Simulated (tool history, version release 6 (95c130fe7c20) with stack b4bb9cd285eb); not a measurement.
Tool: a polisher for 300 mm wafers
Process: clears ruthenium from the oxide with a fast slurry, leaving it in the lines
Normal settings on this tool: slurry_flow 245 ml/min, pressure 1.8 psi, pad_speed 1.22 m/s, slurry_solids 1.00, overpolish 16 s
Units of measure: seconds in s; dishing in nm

run    hour  slurry_flow  pressure  pad_speed  slurry_solids  overpolish  wafers since the last listed run  wafers polished on this pad  hours since the slurry nozzle was cleaned  hours since the head pressure was calibrated  hours since the slurry blender was calibrated  incoming thickness of the incoming film, nm  seconds  dishing
  1     0.0          245       1.8       1.22           1.00          16                                 0                          402                                      115.6                                         534.1                                          303.6                                        222.6     67.0     42.7
       28.2  -- slurry blender recalibrated
  2    73.7          245       1.8       1.22           1.00          16                               419                          822                                      189.3                                         607.8                                           45.5                                        218.0     59.4     49.6
      169.8  -- slurry nozzle cleaned
      181.1  -- worn pad replaced by a new one
  3   181.6          245       1.8       1.22           0.85          16                               601                            2                                       11.8                                         715.7                                          153.4                                        221.6     68.9     41.3
  4   218.7          245       1.8       1.22           0.85          16                               216                          219                                       48.9                                         752.8                                          190.5                                        221.3     72.2     40.5
      363.1  -- slurry blender recalibrated
  5   368.9          245       1.8       1.22           0.85          16                               866                         1086                                      199.1                                         903.0                                            5.8                                        217.2     61.7     46.4
      382.3  -- worn pad replaced by a new one
      451.8  -- slurry nozzle cleaned
  6   467.4          245       1.8       1.22           1.00          16                               546                          491                                       15.6                                        1001.5                                          104.3                                        217.3     61.0     47.4
      502.0  -- head pressure recalibrated
  7   549.8          245       1.8       1.22           1.00          16                               470                          961                                       98.0                                          47.8                                          186.7                                        221.1     63.0     46.8
  8   586.9          325       1.8       1.48           0.70          16                               216                         1178                                      135.1                                          84.9                                          223.8                                        220.7     66.9     43.9
      624.4  -- worn pad replaced by a new one
      646.7  -- slurry blender recalibrated
  9   647.2          200       1.8       1.22           1.00          13                               317                          121                                      195.4                                         145.2                                            0.5                                        217.3     60.0     40.1
 10   729.3          165       1.8       1.32           1.00          13                               480                          601                                      277.5                                         227.3                                           82.6                                        216.2     60.6     40.6
      771.0  -- slurry nozzle cleaned
 11   811.4          245       1.4       1.22           1.00          16                               474                         1076                                       40.4                                         309.4                                          164.7                                        217.6     82.3     36.1
      863.8  -- worn pad replaced by a new one
 12   897.6          325       1.8       1.48           0.70          16                               480                          197                                      126.6                                         395.6                                          250.9                                        219.6     69.8     42.9
      916.2  -- slurry blender recalibrated
 13   946.9          190       1.4       1.04           1.00          16                               276                          474                                      175.9                                         444.9                                           30.7                                        221.1     93.4     33.8
 14   995.5          245       1.8       1.22           1.00          16                               284                          758                                      224.5                                         493.5                                           79.3                                        222.0     61.5     49.3
     1042.9  -- slurry nozzle cleaned
 15  1095.9          245       1.4       1.08           1.00          16                               581                         1339                                       53.0                                         593.9                                          179.7                                        215.6     91.8     33.1

3 ways to go on from here, each from the tool as it stands after run 15. What would each give?
  A  1096.3          245       1.8       1.22           1.00          16                                 2                         1341                                       53.4                                         594.3                                          180.1                                        218.1        ?        ?
  B  1096.3          310       1.8       1.22           1.00          16                                 2                         1341                                       53.4                                         594.3                                          180.1                                        218.1        ?        ?
  C  1096.3          245       1.8       1.02           0.90          16                                 2                         1341                                       53.4                                         594.3                                          180.1                                        218.1        ?        ?

run  seconds  dishing
  A     63.3     47.8
  B     61.8     48.9
  C     80.1     38.5
With the hidden condition removed and each run's random variation left untouched, the same runs would have given:
run  seconds  dishing
  A     58.4     51.5
  B     57.0     52.6
  C     73.4     41.7
